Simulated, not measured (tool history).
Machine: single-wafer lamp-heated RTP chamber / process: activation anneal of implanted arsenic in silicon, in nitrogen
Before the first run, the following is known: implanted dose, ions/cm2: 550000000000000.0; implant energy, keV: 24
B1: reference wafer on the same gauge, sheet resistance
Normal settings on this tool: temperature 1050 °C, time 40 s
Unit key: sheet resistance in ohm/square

{"run": 1, "day": 0.0, "temperature": 1050, "time": 40, "B1": 193.1, "sheet resistance": 169.25}
{"run": 2, "day": 3.212, "temperature": 1050, "time": 29, "B1": 193.1, "sheet resistance": 171.32}
{"run": 3, "day": 6.775, "temperature": 1050, "time": 40, "B1": 193.14, "sheet resistance": 168.57}
{"run": 4, "day": 8.667, "temperature": 1050, "time": 40, "B1": 193.2, "sheet resistance": 168.48}
{"run": 5, "day": 12.083, "temperature": 1050, "time": 40, "B1": 192.99, "sheet resistance": 168.61}
{"day": 13.671, "done": "pyrometer window cleaned and pyrometer calibrated"}
{"run": 6, "day": 15.333, "temperature": 1050, "time": 40, "B1": 193.18, "sheet resistance": 169.55}
{"run": 7, "day": 17.521, "temperature": 1050, "time": 40, "B1": 193.07, "sheet resistance": 170.32}
{"run": 8, "day": 20.871, "temperature": 1050, "time": 40, "B1": 193.02, "sheet resistance": 169.75}
{"day": 23.721, "done": "reflector plate cleaned"}
{"run": 9, "day": 24.979, "temperature": 1050, "time": 54, "B1": 192.78, "sheet resistance": 167.2}
{"run": 10, "day": 28.412, "temperature": 1050, "time": 54, "B1": 192.83, "sheet resistance": 166.92}
{"run": 11, "day": 32.029, "temperature": 1050, "time": 54, "B1": 192.91, "sheet resistance": 166.57}
{"run": 12, "day": 33.738, "temperature": 1070, "time": 64, "B1": 192.93, "sheet resistance": 160.81}
{"run": 13, "day": 36.1, "temperature": 1061, "time": 56, "B1": 192.8, "sheet resistance": 164.09}
{"run": 14, "day": 40.042, "temperature": 1050, "time": 40, "B1": 192.89, "sheet resistance": 169.14}
{"day": 40.621, "done": "pyrometer window cleaned and pyrometer calibrated"}
{"day": 42.733, "done": "gauge calibrated"}
{"run": 15, "day": 42.979, "temperature": 1050, "time": 22, "B1": 193.04, "sheet resistance": 174.88}
{"run": 16, "day": 47.15, "temperature": 1034, "time": 26, "B1": 192.79, "sheet resistance": 175}
{"run": 17, "day": 50.375, "temperature": 1034, "time": 26, "B1": 193.02, "sheet resistance": 175.75}
{"run": 18, "day": 54.854, "temperature": 1034, "time": 63, "B1": 192.83, "sheet resistance": 168.68}
{"run": 19, "day": 57.738, "temperature": 1077, "time": 28, "B1": 193.14, "sheet resistance": 167.35}
{"run": 20, "day": 59.475, "temperature": 1039, "time": 22, "B1": 192.83, "sheet resistance": 175.08}
{"day": 60.946, "done": "reflector plate cleaned"}
{"run": 21, "day": 63.871, "temperature": 1034, "time": 40, "B1": 193.19, "sheet resistance": 171.49}
{"run": 22, "day": 67.0, "temperature": 1050, "time": 40, "B1": 192.81, "sheet resistance": 168.24}

Measured minus without-hidden-state, run by run (identical run-to-run variation in each term; gauge scatter may differ):
What the log doesn't record here: true wafer temperature minus pyrometer reading, K; wafer temperature error from the tarnished reflector plate, K; gauge reads high (%).
run=1 sheet_resistance=-1.33
run=2 sheet_resistance=-1.44
run=3 sheet_resistance=-1.81
run=4 sheet_resistance=-1.94
run=5 sheet_resistance=-2.19
run=6 sheet_resistance=-0.22
run=7 sheet_resistance=-0.37
run=8 sheet_resistance=-0.61
run=9 sheet_resistance=-0.95
run=10 sheet_resistance=-1.21
run=11 sheet_resistance=-1.47
run=12 sheet_resistance=-1.73
run=13 sheet_resistance=-1.84
run=14 sheet_resistance=-1.96
run=15 sheet_resistance=-0.28
run=16 sheet_resistance=-0.5
run=17 sheet_resistance=-0.7
run=18 sheet_resistance=-1.2
run=19 sheet_resistance=-1.35
run=20 sheet_resistance=-1.21
run=21 sheet_resistance=-1.68
run=22 sheet_resistance=-2

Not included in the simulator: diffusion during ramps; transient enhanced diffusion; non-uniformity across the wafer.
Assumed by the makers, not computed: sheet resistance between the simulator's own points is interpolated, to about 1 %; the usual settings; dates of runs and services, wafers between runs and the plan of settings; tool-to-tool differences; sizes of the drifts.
